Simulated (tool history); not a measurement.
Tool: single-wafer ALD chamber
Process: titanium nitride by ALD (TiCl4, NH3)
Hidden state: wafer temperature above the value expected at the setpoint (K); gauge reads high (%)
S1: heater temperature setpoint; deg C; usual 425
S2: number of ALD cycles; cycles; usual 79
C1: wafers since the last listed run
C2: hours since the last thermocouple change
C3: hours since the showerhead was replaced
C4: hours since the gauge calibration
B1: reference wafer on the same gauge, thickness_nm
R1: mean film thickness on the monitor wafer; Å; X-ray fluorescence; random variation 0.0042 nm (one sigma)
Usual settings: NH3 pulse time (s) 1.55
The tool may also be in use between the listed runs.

{"run": 1, "hour": 0.0, "S1": 425, "S2": 79, "NH3 pulse time (s)": 1.55, "C1": 0, "C2": 1707, "C3": 2375.5, "C4": 199.6, "B1": 1.578, "R1": 16.85}
{"run": 2, "hour": 44.2, "S1": 425, "S2": 79, "NH3 pulse time (s)": 1.55, "C1": 123, "C2": 1751.2, "C3": 2419.7, "C4": 243.8, "B1": 1.58, "R1": 16.85}
{"run": 3, "hour": 61.2, "S1": 425, "S2": 79, "NH3 pulse time (s)": 1.55, "C1": 47, "C2": 1768.2, "C3": 2436.7, "C4": 260.8, "B1": 1.581, "R1": 16.91}
{"run": 4, "hour": 73.1, "S1": 433, "S2": 79, "NH3 pulse time (s)": 1.55, "C1": 33, "C2": 1780.1, "C3": 2448.6, "C4": 272.7, "B1": 1.582, "R1": 16.86}
{"run": 5, "hour": 88.0, "S1": 433, "S2": 79, "NH3 pulse time (s)": 1.55, "C1": 41, "C2": 1795, "C3": 2463.5, "C4": 287.6, "B1": 1.583, "R1": 16.99}
{"run": 6, "hour": 99.4, "S1": 425, "S2": 79, "NH3 pulse time (s)": 1.55, "C1": 31, "C2": 1806.4, "C3": 2474.9, "C4": 299, "B1": 1.583, "R1": 16.88}
{"run": 7, "hour": 105.4, "S1": 425, "S2": 79, "NH3 pulse time (s)": 1.55, "C1": 16, "C2": 1812.4, "C3": 2480.9, "C4": 305, "B1": 1.584, "R1": 16.98}
{"run": 8, "hour": 118.4, "S1": 425, "S2": 79, "NH3 pulse time (s)": 1.55, "C1": 36, "C2": 1825.4, "C3": 2493.9, "C4": 318, "B1": 1.584, "R1": 16.9}
{"run": 9, "hour": 133.3, "S1": 431, "S2": 73, "NH3 pulse time (s)": 1.55, "C1": 41, "C2": 1840.3, "C3": 2508.8, "C4": 332.9, "B1": 1.585, "R1": 15.66}
{"run": 10, "hour": 140.0, "S1": 425, "S2": 79, "NH3 pulse time (s)": 1.55, "C1": 18, "C2": 1847, "C3": 2515.5, "C4": 339.6, "B1": 1.587, "R1": 16.91}
{"run": 11, "hour": 146.2, "S1": 425, "S2": 79, "NH3 pulse time (s)": 1.55, "C1": 17, "C2": 1853.2, "C3": 2521.7, "C4": 345.8, "B1": 1.588, "R1": 16.96}
{"run": 12, "hour": 182.3, "S1": 425, "S2": 79, "NH3 pulse time (s)": 1.91, "C1": 101, "C2": 1889.3, "C3": 2557.8, "C4": 381.9, "B1": 1.591, "R1": 17.07}
{"run": 13, "hour": 189.7, "S1": 425, "S2": 79, "NH3 pulse time (s)": 1.91, "C1": 20, "C2": 1896.7, "C3": 2565.2, "C4": 389.3, "B1": 1.593, "R1": 17.07}
{"run": 14, "hour": 206.1, "S1": 425, "S2": 79, "NH3 pulse time (s)": 1.91, "C1": 45, "C2": 1913.1, "C3": 2581.6, "C4": 405.7, "B1": 1.595, "R1": 17.09}
{"run": 15, "hour": 214.8, "S1": 420, "S2": 79, "NH3 pulse time (s)": 1.81, "C1": 24, "C2": 1921.8, "C3": 2590.3, "C4": 414.4, "B1": 1.596, "R1": 17.05}
{"hour": 225.4, "done": "gauge calibrated"}
{"run": 16, "hour": 228.4, "S1": 429, "S2": 87, "NH3 pulse time (s)": 1.55, "C1": 38, "C2": 1935.4, "C3": 2603.9, "C4": 3, "B1": 1.573, "R1": 18.45}
{"run": 17, "hour": 242.5, "S1": 425, "S2": 73, "NH3 pulse time (s)": 1.08, "C1": 39, "C2": 1949.5, "C3": 2618, "C4": 17.1, "B1": 1.573, "R1": 15.39}

The next listed run, before its measurement:
{"run": 18, "hour": 253.4, "S1": 421, "S2": 71, "NH3 pulse time (s)": 1.55, "C1": 30, "C2": 1960.4, "C3": 2628.9, "C4": 28, "B1": "?", "R1": "?"}

Run 18 gave B1 1.572, R1 15.06 Å.
Without the tool's hidden state the same run would have given R1 15.03 Å.

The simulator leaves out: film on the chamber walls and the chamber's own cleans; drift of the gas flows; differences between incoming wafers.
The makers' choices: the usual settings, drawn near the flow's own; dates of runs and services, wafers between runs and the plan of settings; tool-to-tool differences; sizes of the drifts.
